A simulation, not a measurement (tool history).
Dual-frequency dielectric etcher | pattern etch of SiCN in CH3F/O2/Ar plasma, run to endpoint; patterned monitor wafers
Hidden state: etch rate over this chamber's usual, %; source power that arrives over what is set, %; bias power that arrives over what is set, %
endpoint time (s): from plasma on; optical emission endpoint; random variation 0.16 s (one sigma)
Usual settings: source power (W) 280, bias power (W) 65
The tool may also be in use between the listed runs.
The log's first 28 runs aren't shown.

run    hour  source power (W)  bias power (W)  wafers since the last listed run  hours since the last wet clean  hours since the last source power generator calibration  hours since the last bias power generator calibration  hours since the last upper electrode change  incoming incoming film thickness, nm  endpoint time (s)
 29  2336.4               250              56                              1835                           398.3                                                   1065.9                                                 1467.4                                        630.2                                  7.62               25.6
 30  2419.3               260              55                              1455                           481.2                                                   1148.8                                                 1550.3                                        713.1                                  7.53               25.1
 31  2472.5               310              52                               934                           534.4                                                   1202.0                                                 1603.5                                        766.3                                  7.59               24.1
 32  2532.9               300              74                              1060                           594.8                                                   1262.4                                                 1663.9                                        826.7                                  7.58               21.8
 33  2637.6               320              57                              1838                           699.5                                                   1367.1                                                 1768.6                                        931.4                                  7.59               23.5
 34  2691.6               280              65                               948                           753.5                                                   1421.1                                                 1822.6                                        985.4                                  7.54               23.5
     2743.7  -- wet clean of the chamber
 35  2792.1               240              52                              1343                            48.4                                                   1521.6                                                 1923.1                                       1085.9                                  7.59               26.5
 36  2876.8               260              54                              1487                           133.1                                                   1606.3                                                 2007.8                                       1170.6                                  7.62               25.4

3 ways to go on from here, each from the tool as it stands after run 36. What would each give?
  A  2877.2               280              65                                 7                           133.5                                                   1606.7                                                 2008.2                                       1171.0                                  7.59                  ?
  B  2877.2               280              69                                 7                           133.5                                                   1606.7                                                 2008.2                                       1171.0                                  7.59                  ?
  C  2877.2               280              55                                 7                           133.5                                                   1606.7                                                 2008.2                                       1171.0                                  7.59                  ?

run  endpoint time (s)
  A               23.4
  B               22.9
  C               24.7
Without the tool's hidden state the same runs would have given:
run  endpoint time (s)
  A               23.4
  B               22.9
  C               24.7
